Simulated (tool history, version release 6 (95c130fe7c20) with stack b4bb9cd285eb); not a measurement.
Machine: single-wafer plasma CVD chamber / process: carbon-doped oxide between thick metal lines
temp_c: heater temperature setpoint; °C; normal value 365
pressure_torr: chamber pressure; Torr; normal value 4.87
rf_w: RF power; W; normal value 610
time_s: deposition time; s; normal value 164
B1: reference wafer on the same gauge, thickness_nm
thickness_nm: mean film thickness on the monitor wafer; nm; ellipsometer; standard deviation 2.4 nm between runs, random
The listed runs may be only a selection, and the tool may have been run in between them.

run 1 hour=0 | temp_c=365 pressure_torr=4.87 rf_w=610 time_s=164 | B1=846.8 | thickness_nm=945.218
run 2 hour=33.3 | temp_c=365 pressure_torr=4.87 rf_w=610 time_s=164 | B1=844.387 | thickness_nm=940.59
run 3 hour=67.8 | temp_c=365 pressure_torr=4.87 rf_w=610 time_s=164 | B1=842.947 | thickness_nm=939.355
run 4 hour=102.5 | temp_c=365 pressure_torr=4.54 rf_w=610 time_s=164 | B1=842.597 | thickness_nm=925.263
run 5 hour=121.4 | temp_c=365 pressure_torr=4.54 rf_w=610 time_s=164 | B1=841.69 | thickness_nm=928.269
run 6 hour=133.6 | temp_c=365 pressure_torr=5.52 rf_w=610 time_s=164 | B1=842.191 | thickness_nm=958.071
run 7 hour=156.1 | temp_c=365 pressure_torr=5.52 rf_w=610 time_s=164 | B1=842.002 | thickness_nm=953.241
-- hour=161.9 gauge calibrated
run 8 hour=176.8 | temp_c=365 pressure_torr=4.87 rf_w=610 time_s=164 | B1=845.829 | thickness_nm=942.638
-- hour=201.7 thermocouple changed; heater temperature recalibrated
run 9 hour=204.1 | temp_c=365 pressure_torr=4.87 rf_w=610 time_s=164 | B1=843.759 | thickness_nm=937.847
run 10 hour=221.1 | temp_c=365 pressure_torr=4.87 rf_w=555 time_s=192 | B1=843.852 | thickness_nm=1034.701
run 11 hour=249.9 | temp_c=372 pressure_torr=4.87 rf_w=610 time_s=189 | B1=842.315 | thickness_nm=1070.79
-- hour=273.3 capacitance manometer re-zeroed and calibrated
-- hour=278 showerhead replaced
run 12 hour=279.8 | temp_c=365 pressure_torr=4.87 rf_w=610 time_s=164 | B1=841.367 | thickness_nm=935.562
run 13 hour=308.9 | temp_c=361 pressure_torr=4.87 rf_w=555 time_s=164 | B1=841.018 | thickness_nm=893.894
-- hour=320 RF generator calibrated
run 14 hour=325.5 | temp_c=361 pressure_torr=6.08 rf_w=660 time_s=189 | B1=841.246 | thickness_nm=1170.902
run 15 hour=360.9 | temp_c=365 pressure_torr=4.87 rf_w=610 time_s=164 | B1=839.941 | thickness_nm=938.807
run 16 hour=380 | temp_c=373 pressure_torr=3.86 rf_w=570 time_s=137 | B1=840.188 | thickness_nm=715.068
-- hour=395 gauge calibrated
run 17 hour=400.8 | temp_c=361 pressure_torr=6.08 rf_w=660 time_s=189 | B1=846.271 | thickness_nm=1178.513
run 18 hour=415.5 | temp_c=365 pressure_torr=4.26 rf_w=610 time_s=164 | B1=846.154 | thickness_nm=919.374

Forecast each of these 3 alternatives for the next run:
run A hour=415.9 | temp_c=365 pressure_torr=4.87 rf_w=610 time_s=164 | B1=? | thickness_nm=?
run B hour=415.9 | temp_c=365 pressure_torr=4.42 rf_w=610 time_s=132 | B1=? | thickness_nm=?
run C hour=415.9 | temp_c=374 pressure_torr=5.7 rf_w=700 time_s=154 | B1=? | thickness_nm=?

run=A B1=846.028 thickness_nm=941.048
run=B B1=846.028 thickness_nm=746.919
run=C B1=846.028 thickness_nm=963.133
Had the tool no hidden state, the same runs would have come out as:
run=A thickness_nm=943.564
run=B thickness_nm=748.916
run=C thickness_nm=965.709

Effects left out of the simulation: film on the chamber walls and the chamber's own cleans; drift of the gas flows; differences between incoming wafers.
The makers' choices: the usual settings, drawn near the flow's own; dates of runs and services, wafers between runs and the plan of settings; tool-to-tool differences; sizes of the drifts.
